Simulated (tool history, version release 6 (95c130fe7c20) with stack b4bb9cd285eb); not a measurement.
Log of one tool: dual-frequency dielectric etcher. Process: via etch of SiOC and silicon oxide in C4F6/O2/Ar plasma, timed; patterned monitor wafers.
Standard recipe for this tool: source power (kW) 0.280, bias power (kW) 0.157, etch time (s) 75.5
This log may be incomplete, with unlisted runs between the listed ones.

run,hour,source power (kW),bias power (kW),etch time (s),"read-back reference wafer on the same gauge, depth_nm",mean etch depth across the wafer (nm)
1,0.0,0.280,0.157,75.5,62.4,69.6
2,12.7,0.280,0.157,75.5,62.5,69.5
3,34.4,0.280,0.157,75.5,62.5,69.6
4,47.3,0.280,0.157,75.5,62.4,69.5
5,63.7,0.300,0.157,75.5,62.5,72.5
6,84.5,0.300,0.157,75.5,62.6,72.5
7,106.5,0.300,0.157,75.5,62.6,73.0
8,130.8,0.280,0.157,75.5,62.5,71.0
# hour 173.3: wet clean of the chamber
9,173.8,0.280,0.157,75.5,62.5,67.6
10,174.2,0.280,0.157,75.5,62.5,67.6
# hour 182.5: bias power generator calibrated
11,197.2,0.280,0.157,75.5,62.5,67.7
12,218.7,0.350,0.187,58.5,62.6,61.3
# hour 224.0: gauge calibrated
13,248.5,0.240,0.157,67.0,62.4,55.1
# hour 276.7: source power generator calibrated
14,282.2,0.230,0.178,66.5,62.5,55.9
15,309.6,0.280,0.168,97.0,62.6,89.6
16,335.0,0.250,0.157,75.5,62.4,65.1
17,367.6,0.280,0.157,75.5,62.4,69.1
18,379.9,0.280,0.157,66.5,62.6,60.3
# hour 406.7: upper electrode replaced
19,408.3,0.330,0.144,65.0,62.5,63.0
20,441.0,0.280,0.157,75.5,62.5,69.4
21,470.2,0.260,0.157,75.5,62.6,66.8
22,498.3,0.300,0.175,75.5,62.5,73.5
23,532.8,0.320,0.157,75.5,62.5,74.4

Run by run, hidden condition taken away, random variation retained:
Hidden state present: etch rate over this chamber's usual, %; source power that arrives over what is set, %; bias power that arrives over what is set, %; gauge reads high (%).
run,mean etch depth across the wafer (nm)
1,67.5
2,67.3
3,67.3
4,67.1
5,69.9
6,69.7
7,70.1
8,68.0
9,67.7
10,67.7
11,67.6
12,61.1
13,54.8
14,55.4
15,88.5
16,64.2
17,67.9
18,59.2
19,61.7
20,67.8
21,65.1
22,71.4
23,72.1
